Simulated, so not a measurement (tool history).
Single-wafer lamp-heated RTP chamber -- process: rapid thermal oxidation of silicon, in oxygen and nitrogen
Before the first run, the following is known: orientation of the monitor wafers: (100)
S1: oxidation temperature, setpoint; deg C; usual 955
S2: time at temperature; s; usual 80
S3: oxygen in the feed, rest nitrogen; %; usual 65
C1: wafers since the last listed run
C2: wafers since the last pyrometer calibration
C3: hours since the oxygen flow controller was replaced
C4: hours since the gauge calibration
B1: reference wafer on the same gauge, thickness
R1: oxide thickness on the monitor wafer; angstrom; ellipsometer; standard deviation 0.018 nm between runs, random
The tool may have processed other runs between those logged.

run,hour,S1,S2,S3,C1,C2,C3,C4,B1,R1
1,0.0,975,80,65,0,1791,3578.9,136.2,3.501,46.48
# hour 6.2: pyrometer window cleaned and pyrometer calibrated
2,84.4,975,80,65,549,549,3663.3,220.6,3.497,46.52
3,131.4,955,80,65,330,880,3710.3,267.6,3.499,40.36
4,173.6,955,80,65,296,1176,3752.5,309.8,3.499,40.33
5,254.7,955,80,65,570,1746,3833.6,390.9,3.504,40.46
# hour 300.7: pyrometer window cleaned and pyrometer calibrated
6,348.6,955,80,65,603,336,3927.5,484.8,3.496,42.03
7,393.1,955,80,65,312,649,3972.0,529.3,3.501,42.73
8,479.4,955,80,65,606,1256,4058.3,615.6,3.494,42.59
# hour 509.4: pyrometer window cleaned and pyrometer calibrated, repeated, since the last time left the tool worse
9,569.9,955,80,65,579,425,4148.8,706.1,3.504,39.60
# hour 617.5: oxygen flow controller replaced
10,676.8,947,63,55,695,1120,59.3,813.0,3.499,33.10
11,738.1,955,45,65,430,1551,120.6,874.3,3.502,32.26
# hour 768.5: pyrometer window cleaned and pyrometer calibrated
12,790.6,955,80,65,312,155,173.1,926.8,3.501,39.43
13,854.6,967,60,75,449,604,237.1,990.8,3.501,40.21
14,960.1,977,97,77,741,1346,342.6,1096.3,3.509,54.42
# hour 998.9: gauge calibrated
# hour 1042.2: pyrometer window cleaned and pyrometer calibrated
15,1056.6,955,68,65,622,101,439.1,57.7,3.504,36.62
16,1136.2,941,57,94,559,660,518.7,137.3,3.502,35.37
17,1194.8,955,80,65,411,1072,577.3,195.9,3.501,39.84
18,1265.0,983,69,45,493,1566,647.5,266.1,3.497,40.88
# hour 1331.1: pyrometer window cleaned and pyrometer calibrated
19,1353.2,966,80,65,563,155,735.7,354.3,3.501,42.39

Predict each of these 5 candidate next runs independently; none follows another, all start after run 19:
A,1353.7,938,80,65,3,158,736.2,354.8,?,?
B,1353.7,974,80,65,3,158,736.2,354.8,?,?
C,1353.7,955,69,76,3,158,736.2,354.8,?,?
D,1353.7,963,80,44,3,158,736.2,354.8,?,?
E,1353.7,942,100,78,3,158,736.2,354.8,?,?

run,B1,R1
A,3.505,35.07
B,3.505,45.07
C,3.505,38.92
D,3.505,36.95
E,3.505,41.61
Without the tool's unlogged condition, the same runs would have read:
run,R1
A,34.78
B,44.66
C,38.57
D,36.65
E,41.24

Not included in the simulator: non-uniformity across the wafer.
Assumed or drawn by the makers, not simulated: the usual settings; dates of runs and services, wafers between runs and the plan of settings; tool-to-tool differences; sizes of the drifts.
